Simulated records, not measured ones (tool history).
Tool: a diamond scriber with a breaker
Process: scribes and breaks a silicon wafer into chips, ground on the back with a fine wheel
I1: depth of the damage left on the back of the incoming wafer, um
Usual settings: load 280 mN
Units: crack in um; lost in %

{"run": 1, "day": 0.0, "load": 280, "I1": 2.22, "crack": 8.05, "lost": 2.99}
{"run": 2, "day": 1.246, "load": 280, "I1": 1.55, "crack": 8.13, "lost": 1.78}
{"run": 3, "day": 2.508, "load": 280, "I1": 2, "crack": 8.1, "lost": 2.47}
{"run": 4, "day": 3.371, "load": 335, "I1": 1.93, "crack": 8.95, "lost": 1.85}
{"run": 5, "day": 4.1, "load": 335, "I1": 1.93, "crack": 8.76, "lost": 1.89}
{"run": 6, "day": 5.104, "load": 280, "I1": 2.71, "crack": 8.04, "lost": 4.64}
{"run": 7, "day": 5.946, "load": 280, "I1": 2.32, "crack": 8.09, "lost": 3.46}
{"run": 8, "day": 6.975, "load": 280, "I1": 2, "crack": 8.06, "lost": 2.84}
{"run": 9, "day": 7.996, "load": 280, "I1": 1.76, "crack": 7.79, "lost": 2.41}
{"run": 10, "day": 8.55, "load": 280, "I1": 2.46, "crack": 7.85, "lost": 3.95}
{"run": 11, "day": 9.179, "load": 280, "I1": 2.54, "crack": 8.03, "lost": 4.15}
{"run": 12, "day": 9.758, "load": 280, "I1": 2.36, "crack": 8.03, "lost": 3.98}
{"run": 13, "day": 10.938, "load": 240, "I1": 1.55, "crack": 7.33, "lost": 4.37}
{"run": 14, "day": 11.571, "load": 240, "I1": 1.56, "crack": 7.08, "lost": 4.5}
{"run": 15, "day": 12.904, "load": 241, "I1": 2.4, "crack": 7.29, "lost": 6.76}
{"run": 16, "day": 13.842, "load": 316, "I1": 2.01, "crack": 8.3, "lost": 2.02}
{"run": 17, "day": 15.3, "load": 242, "I1": 2.12, "crack": 7.17, "lost": 5.84}
{"day": 16.471, "done": "diamond tip replaced by a new one"}
{"run": 18, "day": 16.492, "load": 242, "I1": 1.99, "crack": 8.47, "lost": 2.18}
{"run": 19, "day": 17.279, "load": 242, "I1": 2.46, "crack": 8.35, "lost": 3.28}
{"run": 20, "day": 17.862, "load": 280, "I1": 1.86, "crack": 9.17, "lost": 1.9}
{"run": 21, "day": 19.129, "load": 341, "I1": 2.78, "crack": 10.34, "lost": 5.3}
{"run": 22, "day": 20.529, "load": 247, "I1": 2.18, "crack": 8.21, "lost": 2.62}
{"run": 23, "day": 21.442, "load": 301, "I1": 2.88, "crack": 9.51, "lost": 4.24}
{"run": 24, "day": 22.867, "load": 254, "I1": 2.25, "crack": 8.63, "lost": 2.54}
{"run": 25, "day": 24.238, "load": 280, "I1": 1.65, "crack": 8.89, "lost": 1.64}
{"run": 26, "day": 24.804, "load": 280, "I1": 2.89, "crack": 8.88, "lost": 4.03}
{"run": 27, "day": 25.712, "load": 341, "I1": 2.07, "crack": 10.21, "lost": 3.91}
{"run": 28, "day": 26.467, "load": 349, "I1": 1.72, "crack": 10.1, "lost": 3.72}
{"run": 29, "day": 27.354, "load": 280, "I1": 2.12, "crack": 8.87, "lost": 2.01}
{"run": 30, "day": 28.171, "load": 280, "I1": 2.97, "crack": 8.81, "lost": 4.34}
{"run": 31, "day": 28.875, "load": 320, "I1": 2.99, "crack": 9.42, "lost": 4.44}
{"day": 31.633, "done": "load on the tip recalibrated"}
{"run": 32, "day": 32.004, "load": 233, "I1": 2.38, "crack": 7.33, "lost": 6.79}
{"run": 33, "day": 33.454, "load": 352, "I1": 2.62, "crack": 9.44, "lost": 3.55}
{"run": 34, "day": 34.279, "load": 357, "I1": 2.77, "crack": 9.64, "lost": 3.76}
{"run": 35, "day": 35.742, "load": 280, "I1": 2.51, "crack": 8.16, "lost": 3.94}
{"run": 36, "day": 36.829, "load": 238, "I1": 2.99, "crack": 7.25, "lost": 8.56}
{"run": 37, "day": 38.021, "load": 213, "I1": 2.21, "crack": 7.03, "lost": 8.12}
{"run": 38, "day": 41.038, "load": 219, "I1": 2.04, "crack": 7.14, "lost": 6.99}
{"run": 39, "day": 41.929, "load": 280, "I1": 1.99, "crack": 8.25, "lost": 2.5}
{"run": 40, "day": 43.017, "load": 280, "I1": 2.69, "crack": 8.06, "lost": 4.67}
{"run": 41, "day": 44.138, "load": 225, "I1": 1.89, "crack": 7.1, "lost": 5.6}
{"run": 42, "day": 45.146, "load": 252, "I1": 1.92, "crack": 7.48, "lost": 3.68}
{"run": 43, "day": 46.054, "load": 280, "I1": 2.54, "crack": 8.05, "lost": 4.19}

Forecast each of these 3 alternatives for the next run:
{"run": "A", "day": 46.079, "load": 280, "I1": 1.65, "crack": "?", "lost": "?"}
{"run": "B", "day": 46.079, "load": 359, "I1": 1.65, "crack": "?", "lost": "?"}
{"run": "C", "day": 46.079, "load": 353, "I1": 1.65, "crack": "?", "lost": "?"}

run=A crack=7.9 lost=2.09
run=B crack=9.16 lost=2.04
run=C crack=9.07 lost=1.91
Without the tool's hidden state the same runs would have given:
run=A crack=8.44 lost=1.53
run=B crack=9.78 lost=3.41
run=C crack=9.68 lost=3.15

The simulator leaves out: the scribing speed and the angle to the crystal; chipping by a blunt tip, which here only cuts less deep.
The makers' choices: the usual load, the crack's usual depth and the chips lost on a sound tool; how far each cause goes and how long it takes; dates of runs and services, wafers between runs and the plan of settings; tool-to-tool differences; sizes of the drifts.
